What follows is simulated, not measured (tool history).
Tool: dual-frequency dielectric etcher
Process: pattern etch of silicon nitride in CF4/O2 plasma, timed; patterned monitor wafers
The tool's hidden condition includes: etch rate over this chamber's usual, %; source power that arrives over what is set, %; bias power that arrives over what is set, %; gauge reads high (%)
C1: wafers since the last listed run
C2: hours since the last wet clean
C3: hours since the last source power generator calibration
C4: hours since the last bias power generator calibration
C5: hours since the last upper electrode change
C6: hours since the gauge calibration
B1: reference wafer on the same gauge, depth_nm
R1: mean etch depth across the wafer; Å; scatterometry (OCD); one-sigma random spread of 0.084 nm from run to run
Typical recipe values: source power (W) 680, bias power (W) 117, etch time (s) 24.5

Run 1, hour 0: usual settings; C1 0; C2 389.3; C3 1310.6; C4 2156.8; C5 2543; C6 190.1; B1 46.7. Result: R1 549 Å.
Run 2, hour 8.3: usual settings but bias power (W) 96; C1 187; C2 397.6; C3 1318.9; C4 2165.1; C5 2551.3; C6 198.4; B1 46.7. Result: R1 519 Å.
At hour 13.2: bias power generator calibrated.
Run 3, hour 20.2: usual settings but bias power (W) 96; C1 178; C2 409.5; C3 1330.8; C4 7; C5 2563.2; C6 210.3; B1 46.7. Result: R1 518 Å.
Run 4, hour 28: usual settings but bias power (W) 96; C1 175; C2 417.3; C3 1338.6; C4 14.8; C5 2571; C6 218.1; B1 46.7. Result: R1 517 Å.
Run 5, hour 35.6: usual settings; C1 171; C2 424.9; C3 1346.2; C4 22.4; C5 2578.6; C6 225.7; B1 46.7. Result: R1 550 Å.
Run 6, hour 50.6: usual settings; C1 338; C2 439.9; C3 1361.2; C4 37.4; C5 2593.6; C6 240.7; B1 46.7. Result: R1 549 Å.
Run 7, hour 57.8: usual settings but source power (W) 610; C1 162; C2 447.1; C3 1368.4; C4 44.6; C5 2600.8; C6 247.9; B1 46.7. Result: R1 520 Å.
Run 8, hour 69.4: usual settings but source power (W) 610; C1 261; C2 458.7; C3 1380; C4 56.2; C5 2612.4; C6 259.5; B1 46.7. Result: R1 520 Å.
Run 9, hour 86.9: usual settings; C1 394; C2 476.2; C3 1397.5; C4 73.7; C5 2629.9; C6 277; B1 46.7. Result: R1 548 Å.
Run 10, hour 93.4: usual settings but source power (W) 740, bias power (W) 129, etch time (s) 31.5; C1 146; C2 482.7; C3 1404; C4 80.2; C5 2636.4; C6 283.5; B1 46.7. Result: R1 754 Å.
Run 11, hour 106.8: usual settings but etch time (s) 31.5; C1 301; C2 496.1; C3 1417.4; C4 93.6; C5 2649.8; C6 296.9; B1 46.7. Result: R1 701 Å.
At hour 141: upper electrode replaced.
Run 12, hour 141.5: usual settings but source power (W) 730, bias power (W) 90, etch time (s) 31; C1 241; C2 530.8; C3 1452.1; C4 128.3; C5 0.5; C6 331.6; B1 46.7. Result: R1 664 Å.
Run 13, hour 141.8: usual settings but source power (W) 610, bias power (W) 95, etch time (s) 31.5; C1 6; C2 531.1; C3 1452.4; C4 128.6; C5 0.8; C6 331.9; B1 46.7. Result: R1 627 Å.
Run 14, hour 142.1: usual settings but source power (W) 540, bias power (W) 134, etch time (s) 29; C1 6; C2 531.4; C3 1452.7; C4 128.9; C5 1.1; C6 332.2; B1 46.7. Result: R1 606 Å.
At hour 149.2: gauge calibrated.
At hour 168.7: wet clean of the chamber.
Run 15, hour 169.2: usual settings but source power (W) 540, bias power (W) 137, etch time (s) 32; C1 69; C2 0.5; C3 1479.8; C4 156; C5 28.2; C6 20; B1 46.7. Result: R1 681 Å.
Run 16, hour 169.6: usual settings but bias power (W) 98, etch time (s) 17.5; C1 9; C2 0.9; C3 1480.2; C4 156.4; C5 28.6; C6 20.4; B1 46.7. Result: R1 374 Å.
Run 17, hour 175.3: usual settings but bias power (W) 96; C1 128; C2 6.6; C3 1485.9; C4 162.1; C5 34.3; C6 26.1; B1 46.7. Result: R1 520 Å.
Run 18, hour 185.5: usual settings but etch time (s) 28; C1 229; C2 16.8; C3 1496.1; C4 172.3; C5 44.5; C6 36.3; B1 46.7. Result: R1 629 Å.
Run 19, hour 195: usual settings but source power (W) 830, bias power (W) 143, etch time (s) 19.5; C1 214; C2 26.3; C3 1505.6; C4 181.8; C5 54; C6 45.8; B1 46.7. Result: R1 515 Å.
Run 20, hour 207: usual settings but source power (W) 740, etch time (s) 27.5; C1 270; C2 38.3; C3 1517.6; C4 193.8; C5 66; C6 57.8; B1 46.7. Result: R1 642 Å.
At hour 219.5: source power generator calibrated.
Run 21, hour 220: usual settings but bias power (W) 144, etch time (s) 20; C1 202; C2 51.3; C3 0.5; C4 206.8; C5 79; C6 70.8; B1 46.7. Result: R1 487 Å.
Run 22, hour 232.6: usual settings but source power (W) 830, bias power (W) 101, etch time (s) 19.5; C1 283; C2 63.9; C3 13.1; C4 219.4; C5 91.6; C6 83.4; B1 46.7. Result: R1 472 Å.
Run 23, hour 248.7: usual settings; C1 362; C2 80; C3 29.2; C4 235.5; C5 107.7; C6 99.5; B1 46.7. Result: R1 559 Å.
Run 24, hour 259.2: usual settings but source power (W) 850, etch time (s) 21.5; C1 236; C2 90.5; C3 39.7; C4 246; C5 118.2; C6 110; B1 46.7. Result: R1 550 Å.
Run 25, hour 268.3: usual settings but etch time (s) 20.5; C1 205; C2 99.6; C3 48.8; C4 255.1; C5 127.3; C6 119.1; B1 46.7. Result: R1 469 Å.
Run 26, hour 276.7: usual settings; C1 189; C2 108; C3 57.2; C4 263.5; C5 135.7; C6 127.5; B1 46.7. Result: R1 559 Å.
Run 27, hour 288.2: usual settings but bias power (W) 105, etch time (s) 29; C1 259; C2 119.5; C3 68.7; C4 275; C5 147.2; C6 139; B1 46.7. Result: R1 642 Å.
Run 28, hour 299.3: usual settings; C1 250; C2 130.6; C3 79.8; C4 286.1; C5 158.3; C6 150.1; B1 46.7. Result: R1 557 Å.
Run 29, hour 314: usual settings but bias power (W) 144, etch time (s) 20; C1 331; C2 145.3; C3 94.5; C4 300.8; C5 173; C6 164.8; B1 46.7. Result: R1 486 Å.

Below are 5 alternative next runs, each starting from the tool's condition after run 29. Predict each:
Run A, hour 314.4: usual settings but source power (W) 590; C1 9; C2 145.7; C3 94.9; C4 301.2; C5 173.4; C6 165.2; B1 ?. Result: R1 ?.
Run B, hour 314.4: usual settings but source power (W) 800, bias power (W) 90; C1 9; C2 145.7; C3 94.9; C4 301.2; C5 173.4; C6 165.2; B1 ?. Result: R1 ?.
Run C, hour 314.4: usual settings but bias power (W) 125; C1 9; C2 145.7; C3 94.9; C4 301.2; C5 173.4; C6 165.2; B1 ?. Result: R1 ?.
Run D, hour 314.4: usual settings but etch time (s) 19.5; C1 9; C2 145.7; C3 94.9; C4 301.2; C5 173.4; C6 165.2; B1 ?. Result: R1 ?.
Run E, hour 314.4: usual settings but source power (W) 510, bias power (W) 124, etch time (s) 19; C1 9; C2 145.7; C3 94.9; C4 301.2; C5 173.4; C6 165.2; B1 ?. Result: R1 ?.

run    B1   R1
  A  46.7  524
  B  46.7  563
  C  46.7  572
  D  46.7  446
  E  46.7  389
Without the tool's unlogged condition, the same runs would have read:
run   R1
  A  526
  B  565
  C  573
  D  447
  E  390

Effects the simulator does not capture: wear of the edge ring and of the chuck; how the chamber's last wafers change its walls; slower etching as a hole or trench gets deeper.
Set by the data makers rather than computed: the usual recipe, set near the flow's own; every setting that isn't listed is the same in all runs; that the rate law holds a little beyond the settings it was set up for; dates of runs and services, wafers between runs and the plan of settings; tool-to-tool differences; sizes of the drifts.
